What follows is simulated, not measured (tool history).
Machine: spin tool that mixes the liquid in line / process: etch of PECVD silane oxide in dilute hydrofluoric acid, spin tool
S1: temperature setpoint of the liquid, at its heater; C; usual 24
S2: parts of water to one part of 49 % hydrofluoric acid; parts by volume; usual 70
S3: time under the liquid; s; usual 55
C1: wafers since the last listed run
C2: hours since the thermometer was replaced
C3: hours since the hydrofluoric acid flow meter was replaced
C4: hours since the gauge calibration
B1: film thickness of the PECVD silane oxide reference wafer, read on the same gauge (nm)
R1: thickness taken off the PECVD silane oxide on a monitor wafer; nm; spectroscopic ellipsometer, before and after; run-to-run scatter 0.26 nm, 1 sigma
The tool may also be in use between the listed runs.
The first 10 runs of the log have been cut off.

run 11 hour=270.1 | S1=24 S2=70 S3=55 | C1=130 C2=255.5 C3=1913.1 C4=691.9 | B1=29.98 | R1=42.57
run 12 hour=305 | S1=28 S2=55 S3=55 | C1=369 C2=290.4 C3=1948 C4=726.8 | B1=30.01 | R1=66.19
run 13 hour=335.2 | S1=19.5 S2=105 S3=40 | C1=319 C2=320.6 C3=1978.2 C4=757 | B1=30.01 | R1=16.75
run 14 hour=354.6 | S1=24 S2=70 S3=80 | C1=205 C2=340 C3=1997.6 C4=776.4 | B1=29.98 | R1=62.97
run 15 hour=377.1 | S1=19 S2=90 S3=55 | C1=238 C2=362.5 C3=2020.1 C4=798.9 | B1=30.01 | R1=26.33
run 16 hour=391 | S1=24 S2=70 S3=55 | C1=147 C2=376.4 C3=2034 C4=812.8 | B1=29.97 | R1=42.88
run 17 hour=404.6 | S1=24 S2=105 S3=55 | C1=144 C2=390 C3=2047.6 C4=826.4 | B1=30.02 | R1=27.22
run 18 hour=489.3 | S1=24 S2=70 S3=55 | C1=896 C2=474.7 C3=2132.3 C4=911.1 | B1=30 | R1=42.85
run 19 hour=517 | S1=24 S2=70 S3=55 | C1=293 C2=502.4 C3=2160 C4=938.8 | B1=29.98 | R1=43.36
run 20 hour=543.5 | S1=24 S2=70 S3=55 | C1=280 C2=528.9 C3=2186.5 C4=965.3 | B1=29.98 | R1=42.66
-- hour=559.3 hydrofluoric acid flow meter replaced
run 21 hour=571.1 | S1=24 S2=70 S3=70 | C1=281 C2=556.5 C3=11.8 C4=992.9 | B1=30.01 | R1=60.55
run 22 hour=595.8 | S1=22.5 S2=40 S3=55 | C1=261 C2=581.2 C3=36.5 C4=1017.6 | B1=29.98 | R1=81.69
-- hour=603.8 gauge calibrated
run 23 hour=616.2 | S1=24 S2=55 S3=85 | C1=216 C2=601.6 C3=56.9 C4=12.4 | B1=29.99 | R1=95.48
run 24 hour=651.3 | S1=24 S2=70 S3=55 | C1=371 C2=636.7 C3=92 C4=47.5 | B1=30.01 | R1=47.37
run 25 hour=679.8 | S1=26 S2=60 S3=55 | C1=301 C2=665.2 C3=120.5 C4=76 | B1=30 | R1=61.22
run 26 hour=701.6 | S1=24 S2=95 S3=40 | C1=230 C2=687 C3=142.3 C4=97.8 | B1=30.02 | R1=24.72
run 27 hour=787.2 | S1=24 S2=95 S3=55 | C1=906 C2=772.6 C3=227.9 C4=183.4 | B1=29.99 | R1=34.03
run 28 hour=809.4 | S1=24 S2=70 S3=55 | C1=235 C2=794.8 C3=250.1 C4=205.6 | B1=30 | R1=47.93
run 29 hour=845.3 | S1=26 S2=45 S3=30 | C1=380 C2=830.7 C3=286 C4=241.5 | B1=30 | R1=44.64
run 30 hour=868 | S1=24 S2=45 S3=70 | C1=240 C2=853.4 C3=308.7 C4=264.2 | B1=30.01 | R1=98.09
run 31 hour=892.8 | S1=28 S2=45 S3=65 | C1=262 C2=878.2 C3=333.5 C4=289 | B1=29.99 | R1=106.31
run 32 hour=926.5 | S1=24 S2=70 S3=55 | C1=356 C2=911.9 C3=367.2 C4=322.7 | B1=29.97 | R1=47
run 33 hour=944.5 | S1=24 S2=70 S3=55 | C1=190 C2=929.9 C3=385.2 C4=340.7 | B1=30 | R1=47.1

Alternative continuations, all from the tool just after run 33; predict every row:
run A hour=944.9 | S1=20 S2=70 S3=55 | C1=4 C2=930.3 C3=385.6 C4=341.1 | B1=? | R1=?
run B hour=944.9 | S1=22 S2=70 S3=70 | C1=4 C2=930.3 C3=385.6 C4=341.1 | B1=? | R1=?
run C hour=944.9 | S1=19.5 S2=85 S3=55 | C1=4 C2=930.3 C3=385.6 C4=341.1 | B1=? | R1=?
run D hour=944.9 | S1=27.5 S2=70 S3=55 | C1=4 C2=930.3 C3=385.6 C4=341.1 | B1=? | R1=?

run=A B1=30.03 R1=40.39
run=B B1=30.03 R1=55.81
run=C B1=30.03 R1=32.01
run=D B1=30.03 R1=54.56
Take away the tool's hidden state, keep each run's random variation, and the runs would have read:
run=A R1=38.75
run=B R1=53.58
run=C R1=30.71
run=D R1=52.54
